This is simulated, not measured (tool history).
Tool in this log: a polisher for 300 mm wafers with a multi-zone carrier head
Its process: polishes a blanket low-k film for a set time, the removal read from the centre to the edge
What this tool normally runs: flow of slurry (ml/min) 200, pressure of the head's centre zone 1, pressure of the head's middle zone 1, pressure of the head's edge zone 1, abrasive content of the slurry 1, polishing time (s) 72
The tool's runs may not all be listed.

run,hour,flow of slurry (ml/min),pressure of the head's centre zone,pressure of the head's middle zone,pressure of the head's edge zone,abrasive content of the slurry,polishing time (s),wafers since the last listed run,wafers polished on this pad,hours since the slurry nozzle was cleaned,hours since the centre zone pressure was calibrated,hours since the edge zone pressure was calibrated,hours since the carrier head's membrane was replaced,"incoming thickness of the incoming film, nm",film removed at the wafer's centre (nm),film removed at mid-radius (nm),film removed at the wafer's edge (nm)
1,0,200,1,1,1,0.85,72,0,314,385,15,928,1842.9,535.6,31.5,31.1,31.5
2,6.6,200,1,1,1,1,72,36,351,391.6,21.6,934.6,1849.5,529.3,33.1,33.6,33.6
3,21.4,245,0.94,1.06,1,1,91,82,434,406.4,36.4,949.4,1864.3,520.6,41.1,43.8,42.6
4,31,235,1,1,1.08,1,72,53,488,416,46,959,1873.9,533,33.3,33.3,34.7
5,43.4,150,1,0.89,1.08,1,55,69,557,428.4,58.4,971.4,1886.3,528.9,23,22.3,24.4
6,58.5,150,1,1.04,1,0.85,72,84,641,443.5,73.5,986.5,1901.4,523.8,28,28.4,28.8
# hour 66.2: edge zone pressure recalibrated
7,66.9,250,1,1,1,1.3,72,35,677,451.9,81.9,0.7,1909.8,527.7,34.6,34.8,34.8
8,78.3,200,0.92,0.92,1,1.3,72,63,741,463.3,93.3,12.1,1921.2,533,31.6,32.8,34.1
9,95.7,175,1,1,1,0.85,96,97,838,480.7,110.7,29.5,1938.6,539.3,36.6,38.1,36.7
# hour 108.3: slurry nozzle cleaned
10,113.4,200,1,1,1,1,72,93,931,5.1,128.4,47.2,1956.3,529.2,30.3,30.5,31
# hour 122.5: worn pad replaced by a new one
11,123,240,1,1,1,1,72,31,3,14.7,138,56.8,1965.9,524.8,37.5,36.9,36.9
12,130.7,200,1,0.97,1,0.8,72,43,46,22.4,145.7,64.5,1973.6,527.6,33.9,32.7,32.5
13,141.6,200,1,1,1,1,72,60,106,33.3,156.6,75.4,1984.5,533.4,36.6,36,36.1
14,156.5,200,1,1,0.91,1.1,57,83,190,48.2,171.5,90.3,1999.4,528.4,28.7,28.8,28.1
# hour 168.2: carrier head's membrane replaced by a new one
15,168.8,200,1,1,1.07,1,72,40,231,60.5,183.8,102.6,0.6,531.7,35.6,34.9,35.9
16,177.6,200,1,0.88,1.08,0.9,72,49,280,69.3,192.6,111.4,9.4,533.5,33.9,32.7,35.2
17,219,200,1,1,1.08,1,50,231,511,110.7,234,152.8,50.8,538.4,23.3,23,23.5
18,227.7,200,1,1.12,1,1.25,72,48,560,119.4,242.7,161.5,59.5,520.6,35.9,37.2,35.9
19,233.9,175,0.93,0.95,0.97,1,72,34,594,125.6,248.9,167.7,65.7,530.6,30.7,31.9,32.3
20,244.8,200,1,1.07,1,1,72,60,655,136.5,259.8,178.6,76.6,538,32.9,34.1,32.7
21,255.1,200,1,1,1,1,72,57,713,146.8,270.1,188.9,86.9,533.1,32.1,32.7,32
# hour 262.7: worn pad replaced by a new one
22,272.8,200,1,0.89,1,1,52,76,56,164.5,287.8,206.6,104.6,521.3,25.4,24.4,25.3

Each row is a separate what-if for the run after 22, all from the same tool condition, not one after another. Results?
A,273.2,200,1,1,1,1,72,2,58,164.9,288.2,207,105,532.3,?,?,?
B,273.2,200,1,1.05,1,1,72,2,58,164.9,288.2,207,105,532.3,?,?,?
C,273.2,200,1,1,1,1,85,2,58,164.9,288.2,207,105,532.3,?,?,?
D,273.2,265,1,1.08,1.1,1,72,2,58,164.9,288.2,207,105,532.3,?,?,?

run,film removed at the wafer's centre (nm),film removed at mid-radius (nm),film removed at the wafer's edge (nm)
A,35.1,35.8,35
B,35.1,36.6,35
C,41.4,42.2,41.3
D,36.3,38.2,37.5
With the hidden condition removed and each run's random variation left untouched, the same runs would have given:
run,film removed at the wafer's centre (nm),film removed at mid-radius (nm),film removed at the wafer's edge (nm)
A,36.8,37.5,36.6
B,36.8,38.3,36.5
C,43.5,44.3,43.2
D,38,40,39.1
